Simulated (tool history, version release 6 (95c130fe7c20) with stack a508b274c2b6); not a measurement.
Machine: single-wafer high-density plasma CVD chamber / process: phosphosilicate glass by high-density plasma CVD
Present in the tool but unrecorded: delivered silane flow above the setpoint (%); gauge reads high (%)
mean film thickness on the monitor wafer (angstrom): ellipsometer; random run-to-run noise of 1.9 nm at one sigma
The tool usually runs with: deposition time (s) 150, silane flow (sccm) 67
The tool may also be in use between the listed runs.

run,hour,deposition time (s),silane flow (sccm),wafers since the last listed run,hours since the silane flow controller was replaced,hours since the gauge calibration,"read-back reference wafer on the same gauge, thickness_nm",mean film thickness on the monitor wafer (angstrom)
1,0.0,150,67,0,4193.2,258.9,1160.153,10760.93
2,28.0,150,74,310,4221.2,286.9,1159.973,11892.93
3,61.8,150,67,374,4255.0,320.7,1159.948,10807.39
4,85.4,150,67,261,4278.6,344.3,1159.786,10799.77
5,122.3,150,67,409,4315.5,381.2,1159.915,10823.08
6,167.2,150,67,498,4360.4,426.1,1160.078,10827.79
7,191.0,150,67,264,4384.2,449.9,1159.902,10842.49
8,217.5,150,67,293,4410.7,476.4,1160.113,10802.42
9,249.6,150,67,356,4442.8,508.5,1160.185,10815.77
10,280.4,150,67,341,4473.6,539.3,1160.023,10852.84
11,302.2,150,67,241,4495.4,561.1,1160.450,10795.21
# hour 303.5: gauge calibrated
12,322.3,150,67,222,4515.5,18.8,1159.954,10831.35
13,355.1,150,73,363,4548.3,51.6,1160.167,11814.64
14,380.0,150,73,276,4573.2,76.5,1160.147,11819.11
15,397.5,150,55,194,4590.7,94.0,1159.914,8870.73
16,433.2,171,75,396,4626.4,129.7,1159.645,13844.00
17,460.2,150,67,299,4653.4,156.7,1160.244,10833.26
# hour 474.0: silane flow controller replaced
18,477.6,150,55,104,3.6,174.1,1160.067,8333.67
19,506.3,123,67,318,32.3,202.8,1160.094,8305.94
20,531.3,125,80,277,57.3,227.8,1160.269,10105.41
21,563.5,165,62,357,89.5,260.0,1160.216,10319.13
22,586.9,177,58,259,112.9,283.4,1160.230,10358.13
23,613.4,141,67,293,139.4,309.9,1159.914,9526.79
24,649.3,150,67,398,175.3,345.8,1160.227,10133.78
25,685.2,123,71,398,211.2,381.7,1159.818,8825.56
26,700.7,150,67,171,226.7,397.2,1159.750,10163.08
27,726.9,165,71,290,252.9,423.4,1160.024,11853.18
28,741.3,178,58,159,267.3,437.8,1160.012,10442.69
29,771.8,173,73,338,297.8,468.3,1160.220,12775.55

Alternative continuations, all from the tool just after run 29; predict every row:
A,772.2,150,61,4,298.2,468.7,?,?
B,772.2,128,67,4,298.2,468.7,?,?
C,772.2,163,76,4,298.2,468.7,?,?

run,"read-back reference wafer on the same gauge, thickness_nm",mean film thickness on the monitor wafer (angstrom)
A,1159.568,9265.45
B,1159.568,8684.21
C,1159.568,12544.31
Stripped of hidden state, with their random variation kept, the same runs would have yielded:
run,mean film thickness on the monitor wafer (angstrom)
A,9263.15
B,8682.05
C,12541.19

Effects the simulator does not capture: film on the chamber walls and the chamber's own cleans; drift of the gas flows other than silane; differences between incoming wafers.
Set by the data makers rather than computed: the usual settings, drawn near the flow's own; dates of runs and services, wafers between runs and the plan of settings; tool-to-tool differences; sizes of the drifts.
